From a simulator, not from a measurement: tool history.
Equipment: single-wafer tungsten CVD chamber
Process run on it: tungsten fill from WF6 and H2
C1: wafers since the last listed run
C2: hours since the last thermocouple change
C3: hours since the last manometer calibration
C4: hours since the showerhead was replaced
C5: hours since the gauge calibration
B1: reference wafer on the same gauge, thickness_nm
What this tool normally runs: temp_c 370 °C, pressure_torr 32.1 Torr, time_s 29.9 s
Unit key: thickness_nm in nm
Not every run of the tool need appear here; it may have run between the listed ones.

{"run": 1, "hour": 0.0, "temp_c": 370, "pressure_torr": 32.1, "time_s": 29.9, "C1": 0, "C2": 807, "C3": 1190.2, "C4": 3361.2, "C5": 671.8, "B1": 52.825, "thickness_nm": 49.968}
{"run": 2, "hour": 20.6, "temp_c": 370, "pressure_torr": 32.1, "time_s": 29.9, "C1": 545, "C2": 827.6, "C3": 1210.8, "C4": 3381.8, "C5": 692.4, "B1": 52.777, "thickness_nm": 49.844}
{"run": 3, "hour": 42.6, "temp_c": 370, "pressure_torr": 32.1, "time_s": 29.9, "C1": 582, "C2": 849.6, "C3": 1232.8, "C4": 3403.8, "C5": 714.4, "B1": 52.786, "thickness_nm": 50.632}
{"run": 4, "hour": 73.6, "temp_c": 370, "pressure_torr": 32.1, "time_s": 29.9, "C1": 820, "C2": 880.6, "C3": 1263.8, "C4": 3434.8, "C5": 745.4, "B1": 52.763, "thickness_nm": 50.31}
{"run": 5, "hour": 96.0, "temp_c": 370, "pressure_torr": 35.5, "time_s": 29.9, "C1": 592, "C2": 903, "C3": 1286.2, "C4": 3457.2, "C5": 767.8, "B1": 52.801, "thickness_nm": 53.138}
{"run": 6, "hour": 124.1, "temp_c": 370, "pressure_torr": 32.1, "time_s": 29.9, "C1": 743, "C2": 931.1, "C3": 1314.3, "C4": 3485.3, "C5": 795.9, "B1": 52.827, "thickness_nm": 50.238}
{"run": 7, "hour": 136.3, "temp_c": 364, "pressure_torr": 32.1, "time_s": 29.9, "C1": 322, "C2": 943.3, "C3": 1326.5, "C4": 3497.5, "C5": 808.1, "B1": 52.824, "thickness_nm": 44.857}
{"run": 8, "hour": 150.6, "temp_c": 364, "pressure_torr": 32.1, "time_s": 29.9, "C1": 378, "C2": 957.6, "C3": 1340.8, "C4": 3511.8, "C5": 822.4, "B1": 52.777, "thickness_nm": 44.584}
{"run": 9, "hour": 178.8, "temp_c": 364, "pressure_torr": 32.1, "time_s": 29.9, "C1": 746, "C2": 985.8, "C3": 1369, "C4": 3540, "C5": 850.6, "B1": 52.813, "thickness_nm": 45.025}
{"run": 10, "hour": 212.7, "temp_c": 362, "pressure_torr": 27.9, "time_s": 29.9, "C1": 897, "C2": 1019.7, "C3": 1402.9, "C4": 3573.9, "C5": 884.5, "B1": 52.811, "thickness_nm": 40.077}
{"hour": 220.3, "done": "gauge calibrated"}
{"run": 11, "hour": 230.2, "temp_c": 379, "pressure_torr": 32.1, "time_s": 32, "C1": 463, "C2": 1037.2, "C3": 1420.4, "C4": 3591.4, "C5": 9.9, "B1": 52.762, "thickness_nm": 63.558}
{"hour": 258.1, "done": "showerhead replaced"}
{"run": 12, "hour": 259.4, "temp_c": 357, "pressure_torr": 24.4, "time_s": 28, "C1": 561, "C2": 1066.4, "C3": 1449.6, "C4": 1.3, "C5": 39.1, "B1": 52.808, "thickness_nm": 31.755}
{"run": 13, "hour": 289.6, "temp_c": 370, "pressure_torr": 32.1, "time_s": 29.9, "C1": 799, "C2": 1096.6, "C3": 1479.8, "C4": 31.5, "C5": 69.3, "B1": 52.794, "thickness_nm": 50.447}
{"run": 14, "hour": 324.6, "temp_c": 370, "pressure_torr": 39.8, "time_s": 27.9, "C1": 926, "C2": 1131.6, "C3": 1514.8, "C4": 66.5, "C5": 104.3, "B1": 52.801, "thickness_nm": 51.934}
{"run": 15, "hour": 337.3, "temp_c": 370, "pressure_torr": 32.1, "time_s": 29.9, "C1": 336, "C2": 1144.3, "C3": 1527.5, "C4": 79.2, "C5": 117, "B1": 52.799, "thickness_nm": 49.998}
{"run": 16, "hour": 350.5, "temp_c": 382, "pressure_torr": 32.1, "time_s": 29.9, "C1": 349, "C2": 1157.5, "C3": 1540.7, "C4": 92.4, "C5": 130.2, "B1": 52.799, "thickness_nm": 62.563}
{"hour": 360.0, "done": "thermocouple changed; heater temperature recalibrated"}
{"hour": 371.1, "done": "capacitance manometer re-zeroed and calibrated"}
{"run": 17, "hour": 386.0, "temp_c": 370, "pressure_torr": 32.1, "time_s": 29.9, "C1": 516, "C2": 26, "C3": 14.9, "C4": 127.9, "C5": 165.7, "B1": 52.807, "thickness_nm": 52.133}
{"run": 18, "hour": 419.6, "temp_c": 370, "pressure_torr": 32.1, "time_s": 29.9, "C1": 889, "C2": 59.6, "C3": 48.5, "C4": 161.5, "C5": 199.3, "B1": 52.784, "thickness_nm": 51.898}
{"run": 19, "hour": 455.1, "temp_c": 382, "pressure_torr": 39.2, "time_s": 33.2, "C1": 939, "C2": 95.1, "C3": 84, "C4": 197, "C5": 234.8, "B1": 52.839, "thickness_nm": 79.597}
{"run": 20, "hour": 483.4, "temp_c": 370, "pressure_torr": 38.7, "time_s": 27, "C1": 748, "C2": 123.4, "C3": 112.3, "C4": 225.3, "C5": 263.1, "B1": 52.772, "thickness_nm": 51.3}
{"run": 21, "hour": 497.9, "temp_c": 381, "pressure_torr": 25, "time_s": 33.3, "C1": 383, "C2": 137.9, "C3": 126.8, "C4": 239.8, "C5": 277.6, "B1": 52.781, "thickness_nm": 61.951}
{"run": 22, "hour": 522.3, "temp_c": 370, "pressure_torr": 32.1, "time_s": 33.8, "C1": 645, "C2": 162.3, "C3": 151.2, "C4": 264.2, "C5": 302, "B1": 52.812, "thickness_nm": 58.232}
{"run": 23, "hour": 551.1, "temp_c": 370, "pressure_torr": 32.1, "time_s": 27.8, "C1": 762, "C2": 191.1, "C3": 180, "C4": 293, "C5": 330.8, "B1": 52.825, "thickness_nm": 48.09}
{"run": 24, "hour": 581.4, "temp_c": 382, "pressure_torr": 32.1, "time_s": 28.4, "C1": 801, "C2": 221.4, "C3": 210.3, "C4": 323.3, "C5": 361.1, "B1": 52.812, "thickness_nm": 60.748}
{"run": 25, "hour": 600.6, "temp_c": 370, "pressure_torr": 32.1, "time_s": 35.7, "C1": 508, "C2": 240.6, "C3": 229.5, "C4": 342.5, "C5": 380.3, "B1": 52.756, "thickness_nm": 61.378}
{"run": 26, "hour": 629.2, "temp_c": 374, "pressure_torr": 39.6, "time_s": 32.2, "C1": 756, "C2": 269.2, "C3": 258.1, "C4": 371.1, "C5": 408.9, "B1": 52.767, "thickness_nm": 66.313}
{"run": 27, "hour": 662.5, "temp_c": 383, "pressure_torr": 32.1, "time_s": 33, "C1": 881, "C2": 302.5, "C3": 291.4, "C4": 404.4, "C5": 442.2, "B1": 52.803, "thickness_nm": 71.725}
{"run": 28, "hour": 675.0, "temp_c": 377, "pressure_torr": 27.3, "time_s": 24.8, "C1": 330, "C2": 315, "C3": 303.9, "C4": 416.9, "C5": 454.7, "B1": 52.808, "thickness_nm": 44.216}
{"run": 29, "hour": 707.5, "temp_c": 370, "pressure_torr": 32.1, "time_s": 29.9, "C1": 860, "C2": 347.5, "C3": 336.4, "C4": 449.4, "C5": 487.2, "B1": 52.808, "thickness_nm": 51.245}
{"run": 30, "hour": 739.9, "temp_c": 374, "pressure_torr": 35.4, "time_s": 26.8, "C1": 857, "C2": 379.9, "C3": 368.8, "C4": 481.8, "C5": 519.6, "B1": 52.759, "thickness_nm": 51.614}
{"run": 31, "hour": 752.9, "temp_c": 370, "pressure_torr": 32.1, "time_s": 29.9, "C1": 344, "C2": 392.9, "C3": 381.8, "C4": 494.8, "C5": 532.6, "B1": 52.77, "thickness_nm": 50.99}
{"run": 32, "hour": 786.9, "temp_c": 370, "pressure_torr": 32.1, "time_s": 29.9, "C1": 899, "C2": 426.9, "C3": 415.8, "C4": 528.8, "C5": 566.6, "B1": 52.788, "thickness_nm": 50.677}
{"run": 33, "hour": 813.7, "temp_c": 375, "pressure_torr": 35.4, "time_s": 28.3, "C1": 709, "C2": 453.7, "C3": 442.6, "C4": 555.6, "C5": 593.4, "B1": 52.743, "thickness_nm": 55.641}

Branching from run 33: 5 alternative next runs. What would each branch give?
{"run": "A", "hour": 814.1, "temp_c": 370, "pressure_torr": 32.1, "time_s": 29.9, "C1": 10, "C2": 454.1, "C3": 443, "C4": 556, "C5": 593.8, "B1": "?", "thickness_nm": "?"}
{"run": "B", "hour": 814.1, "temp_c": 370, "pressure_torr": 38.4, "time_s": 29.9, "C1": 10, "C2": 454.1, "C3": 443, "C4": 556, "C5": 593.8, "B1": "?", "thickness_nm": "?"}
{"run": "C", "hour": 814.1, "temp_c": 385, "pressure_torr": 32.1, "time_s": 35.7, "C1": 10, "C2": 454.1, "C3": 443, "C4": 556, "C5": 593.8, "B1": "?", "thickness_nm": "?"}
{"run": "D", "hour": 814.1, "temp_c": 370, "pressure_torr": 34.5, "time_s": 29.9, "C1": 10, "C2": 454.1, "C3": 443, "C4": 556, "C5": 593.8, "B1": "?", "thickness_nm": "?"}
{"run": "E", "hour": 814.1, "temp_c": 360, "pressure_torr": 25.2, "time_s": 29.9, "C1": 10, "C2": 454.1, "C3": 443, "C4": 556, "C5": 593.8, "B1": "?", "thickness_nm": "?"}

run=A B1=52.824 thickness_nm=50.633
run=B B1=52.824 thickness_nm=55.429
run=C B1=52.824 thickness_nm=79.356
run=D B1=52.824 thickness_nm=52.521
run=E B1=52.824 thickness_nm=36.894
Without the tool's hidden state the same runs would have given:
run=A thickness_nm=51.747
run=B thickness_nm=56.639
run=C thickness_nm=81.104
run=D thickness_nm=53.677
run=E thickness_nm=37.727
